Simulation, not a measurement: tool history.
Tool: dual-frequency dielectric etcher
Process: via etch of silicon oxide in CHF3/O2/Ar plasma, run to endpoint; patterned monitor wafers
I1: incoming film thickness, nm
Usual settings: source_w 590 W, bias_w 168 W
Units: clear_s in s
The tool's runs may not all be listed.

{"run": 1, "hour": 0.0, "source_w": 500, "bias_w": 188, "I1": 630, "clear_s": 325.3}
{"run": 2, "hour": 16.6, "source_w": 590, "bias_w": 168, "I1": 637.7, "clear_s": 321.8}
{"run": 3, "hour": 46.9, "source_w": 590, "bias_w": 168, "I1": 642.6, "clear_s": 323.7}
{"run": 4, "hour": 80.2, "source_w": 590, "bias_w": 168, "I1": 639.8, "clear_s": 322.7}
{"run": 5, "hour": 95.9, "source_w": 590, "bias_w": 168, "I1": 639.7, "clear_s": 325.7}
{"hour": 116.5, "done": "bias power generator calibrated"}
{"run": 6, "hour": 117.0, "source_w": 590, "bias_w": 168, "I1": 642.2, "clear_s": 326.6}
{"run": 7, "hour": 128.6, "source_w": 590, "bias_w": 168, "I1": 641.2, "clear_s": 327.2}
{"run": 8, "hour": 154.1, "source_w": 590, "bias_w": 168, "I1": 634.5, "clear_s": 321.6}
{"hour": 193.9, "done": "upper electrode replaced"}
{"run": 9, "hour": 194.4, "source_w": 590, "bias_w": 168, "I1": 643.1, "clear_s": 328}
{"run": 10, "hour": 200.4, "source_w": 710, "bias_w": 168, "I1": 638.9, "clear_s": 302.7}
{"run": 11, "hour": 226.0, "source_w": 450, "bias_w": 194, "I1": 639.3, "clear_s": 343.3}
{"hour": 257.3, "done": "source power generator calibrated"}
{"hour": 264.1, "done": "wet clean of the chamber"}
{"run": 12, "hour": 264.6, "source_w": 630, "bias_w": 168, "I1": 637.3, "clear_s": 306.5}
{"run": 13, "hour": 274.2, "source_w": 590, "bias_w": 181, "I1": 634.6, "clear_s": 305.8}
{"run": 14, "hour": 305.9, "source_w": 590, "bias_w": 181, "I1": 640.9, "clear_s": 310.2}
{"run": 15, "hour": 331.0, "source_w": 530, "bias_w": 194, "I1": 642.6, "clear_s": 315.8}
{"run": 16, "hour": 344.0, "source_w": 470, "bias_w": 129, "I1": 643.9, "clear_s": 384.1}

3 ways to go on from here, each from the tool as it stands after run 16. What would each give?
{"run": "A", "hour": 344.5, "source_w": 590, "bias_w": 168, "I1": 638.1, "clear_s": "?"}
{"run": "B", "hour": 344.5, "source_w": 730, "bias_w": 188, "I1": 638.1, "clear_s": "?"}
{"run": "C", "hour": 344.5, "source_w": 590, "bias_w": 140, "I1": 638.1, "clear_s": "?"}

run=A clear_s=318.2
run=B clear_s=281.2
run=C clear_s=339.3
Without the tool's hidden state the same runs would have given:
run=A clear_s=315.2
run=B clear_s=278.6
run=C clear_s=336.1
